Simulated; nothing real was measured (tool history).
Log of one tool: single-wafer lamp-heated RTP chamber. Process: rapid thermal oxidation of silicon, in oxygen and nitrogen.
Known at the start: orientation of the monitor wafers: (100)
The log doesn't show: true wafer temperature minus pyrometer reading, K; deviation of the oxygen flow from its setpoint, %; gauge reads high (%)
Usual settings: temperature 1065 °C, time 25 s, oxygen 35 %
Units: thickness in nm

run,hour,temperature,time,oxygen,wafers since the last listed run,wafers since the last pyrometer calibration,hours since the oxygen flow controller was replaced,hours since the gauge calibration,"read-back reference wafer on the same gauge, thickness",thickness
1,0.0,1065,25,35,0,2235,2546.3,559.3,4.061,4.213
# hour 7.4: gauge calibrated
2,21.1,1065,25,35,253,2489,2567.4,13.7,4.062,4.189
3,45.4,1065,25,35,292,2782,2591.7,38.0,4.068,4.184
# hour 75.6: pyrometer window cleaned and pyrometer calibrated
4,76.1,1065,25,35,273,5,2622.4,68.7,4.060,4.208
5,90.1,1065,25,35,168,174,2636.4,82.7,4.062,4.178
6,122.7,1065,25,35,392,566,2669.0,115.3,4.051,4.179
7,137.2,1065,25,35,174,741,2683.5,129.8,4.053,4.202
8,169.7,1065,25,35,391,1132,2716.0,162.3,4.064,4.197
9,191.1,1082,25,35,257,1390,2737.4,183.7,4.054,4.672
10,213.0,1082,25,35,263,1653,2759.3,205.6,4.066,4.672
11,227.0,1082,25,35,168,1822,2773.3,219.6,4.056,4.660
12,245.7,1065,25,35,225,2047,2792.0,238.3,4.065,4.164
13,260.1,1065,25,35,173,2220,2806.4,252.7,4.054,4.213
14,276.5,1065,25,35,197,2418,2822.8,269.1,4.055,4.194
15,299.8,1082,25,35,280,2698,2846.1,292.4,4.068,4.611
# hour 310.5: pyrometer window cleaned and pyrometer calibrated
16,325.1,1065,25,35,208,175,2871.4,317.7,4.058,4.171
17,358.8,1065,30,17,405,581,2905.1,351.4,4.060,3.590
18,394.5,1065,13,17,429,1011,2940.8,387.1,4.065,2.718
# hour 415.6: oxygen flow controller replaced
19,429.3,1053,25,57,322,1333,13.7,421.9,4.056,4.592
20,463.4,1065,25,35,410,1744,47.8,456.0,4.062,4.179
21,479.7,1083,35,52,196,1940,64.1,472.3,4.059,6.212
22,506.2,1090,25,35,318,2259,90.6,498.8,4.064,4.881
23,525.4,1045,34,21,231,2490,109.8,518.0,4.070,3.564
24,541.2,1065,25,48,190,2680,125.6,533.8,4.070,4.676
# hour 558.5: pyrometer window cleaned and pyrometer calibrated
25,561.1,1065,25,60,143,30,145.5,553.7,4.063,5.019
# hour 580.0: gauge calibrated
26,593.1,1065,18,55,385,416,177.5,13.1,4.063,4.294
27,625.2,1049,25,25,386,802,209.6,45.2,4.056,3.448
28,731.5,1065,33,35,1279,2081,315.9,151.5,4.047,4.661
29,766.9,1049,13,23,426,2508,351.3,186.9,4.054,2.721

4 ways to go on from here, each from the tool as it stands after run 29. What would each give?
A,767.3,1065,25,35,4,2512,351.7,187.3,?,?
B,767.3,1074,17,35,4,2512,351.7,187.3,?,?
C,767.3,1087,34,17,4,2512,351.7,187.3,?,?
D,767.3,1049,25,35,4,2512,351.7,187.3,?,?

run,"read-back reference wafer on the same gauge, thickness",thickness
A,4.057,4.202
B,4.057,3.823
C,4.057,4.296
D,4.057,3.803
Without the tool's hidden state the same runs would have given:
run,thickness
A,4.202
B,3.823
C,4.296
D,3.803

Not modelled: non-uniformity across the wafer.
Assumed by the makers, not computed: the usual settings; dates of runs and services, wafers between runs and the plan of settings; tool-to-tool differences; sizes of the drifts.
